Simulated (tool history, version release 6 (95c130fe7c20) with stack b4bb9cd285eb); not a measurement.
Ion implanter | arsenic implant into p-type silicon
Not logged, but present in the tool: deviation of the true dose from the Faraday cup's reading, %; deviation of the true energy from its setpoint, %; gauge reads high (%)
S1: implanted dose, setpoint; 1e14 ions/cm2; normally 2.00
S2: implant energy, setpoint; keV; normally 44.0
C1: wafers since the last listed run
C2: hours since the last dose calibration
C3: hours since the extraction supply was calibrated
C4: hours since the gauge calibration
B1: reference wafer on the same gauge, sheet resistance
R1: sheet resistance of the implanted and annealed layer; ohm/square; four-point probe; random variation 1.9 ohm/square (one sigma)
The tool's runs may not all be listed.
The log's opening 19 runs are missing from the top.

Run 20, hour 1109.9: usual settings but S1 1.77 1e14 ions/cm2; C1 625; C2 119.3; C3 733.6; C4 857.2; B1 302.60. Result: R1 391.69 ohm/square.
Run 21, hour 1156.3: usual settings but S1 2.39 1e14 ions/cm2, S2 56.5 keV; C1 776; C2 165.7; C3 780.0; C4 903.6; B1 303.12. Result: R1 304.35 ohm/square.
Run 22, hour 1181.8: usual settings; C1 426; C2 191.2; C3 805.5; C4 929.1; B1 303.17. Result: R1 353.62 ohm/square.
Run 23, hour 1210.3: usual settings but S1 1.53 1e14 ions/cm2, S2 35.0 keV; C1 476; C2 219.7; C3 834.0; C4 957.6; B1 303.20. Result: R1 450.31 ohm/square.
Run 24, hour 1274.1: usual settings; C1 1067; C2 283.5; C3 897.8; C4 1021.4; B1 302.77. Result: R1 356.48 ohm/square.
Run 25, hour 1337.3: usual settings but S1 1.75 1e14 ions/cm2, S2 33.0 keV; C1 1057; C2 346.7; C3 961.0; C4 1084.6; B1 303.08. Result: R1 413.28 ohm/square.
Run 26, hour 1532.5: usual settings but S1 1.68 1e14 ions/cm2; C1 3265; C2 541.9; C3 1156.2; C4 1279.8; B1 302.95. Result: R1 408.76 ohm/square.
At hour 1596.2: Faraday cup replaced and dose calibrated, repeated, since the last time left the tool worse.
Run 27, hour 1597.5: usual settings but S1 1.65 1e14 ions/cm2, S2 38.0 keV; C1 953; C2 1.3; C3 1221.2; C4 1344.8; B1 303.09. Result: R1 436.36 ohm/square.
Run 28, hour 1647.2: usual settings but S1 2.58 1e14 ions/cm2, S2 35.0 keV; C1 831; C2 51.0; C3 1270.9; C4 1394.5; B1 302.77. Result: R1 321.99 ohm/square.
Run 29, hour 1707.1: usual settings but S2 49.0 keV; C1 1001; C2 110.9; C3 1330.8; C4 1454.4; B1 302.97. Result: R1 368.60 ohm/square.
Run 30, hour 1748.2: usual settings; C1 687; C2 152.0; C3 1371.9; C4 1495.5; B1 303.22. Result: R1 376.26 ohm/square.
Run 31, hour 1860.5: usual settings but S1 2.52 1e14 ions/cm2, S2 52.5 keV; C1 1878; C2 264.3; C3 1484.2; C4 1607.8; B1 303.24. Result: R1 308.97 ohm/square.
Run 32, hour 1885.4: usual settings but S1 2.23 1e14 ions/cm2, S2 29.0 keV; C1 416; C2 289.2; C3 1509.1; C4 1632.7; B1 303.36. Result: R1 371.96 ohm/square.
Run 33, hour 1911.7: usual settings but S1 2.19 1e14 ions/cm2, S2 34.5 keV; C1 439; C2 315.5; C3 1535.4; C4 1659.0; B1 302.91. Result: R1 364.11 ohm/square.
Run 34, hour 1940.7: usual settings; C1 485; C2 344.5; C3 1564.4; C4 1688.0; B1 303.02. Result: R1 376.91 ohm/square.
Run 35, hour 1993.6: usual settings but S1 2.31 1e14 ions/cm2, S2 51.0 keV; C1 884; C2 397.4; C3 1617.3; C4 1740.9; B1 303.15. Result: R1 331.21 ohm/square.
Run 36, hour 2043.3: usual settings; C1 831; C2 447.1; C3 1667.0; C4 1790.6; B1 302.73. Result: R1 374.38 ohm/square.
Run 37, hour 2072.0: usual settings but S2 35.0 keV; C1 480; C2 475.8; C3 1695.7; C4 1819.3; B1 303.19. Result: R1 393.78 ohm/square.
Run 38, hour 2100.9: usual settings but S1 1.44 1e14 ions/cm2, S2 50.0 keV; C1 483; C2 504.7; C3 1724.6; C4 1848.2; B1 302.94. Result: R1 465.13 ohm/square.

Each row is a separate what-if for the run after 38, all from the same tool condition, not one after another. Results?
Run A, hour 2101.3: usual settings; C1 6; C2 505.1; C3 1725.0; C4 1848.6; B1 ?. Result: R1 ?.
Run B, hour 2101.3: usual settings but S1 1.80 1e14 ions/cm2, S2 33.0 keV; C1 6; C2 505.1; C3 1725.0; C4 1848.6; B1 ?. Result: R1 ?.
Run C, hour 2101.3: usual settings but S1 2.27 1e14 ions/cm2, S2 39.0 keV; C1 6; C2 505.1; C3 1725.0; C4 1848.6; B1 ?. Result: R1 ?.

run      B1      R1
  A  303.10  376.10
  B  303.10  424.86
  C  303.10  350.16
With the hidden condition removed and each run's random variation left untouched, the same runs would have given:
run      R1
  A  372.51
  B  420.76
  C  346.75

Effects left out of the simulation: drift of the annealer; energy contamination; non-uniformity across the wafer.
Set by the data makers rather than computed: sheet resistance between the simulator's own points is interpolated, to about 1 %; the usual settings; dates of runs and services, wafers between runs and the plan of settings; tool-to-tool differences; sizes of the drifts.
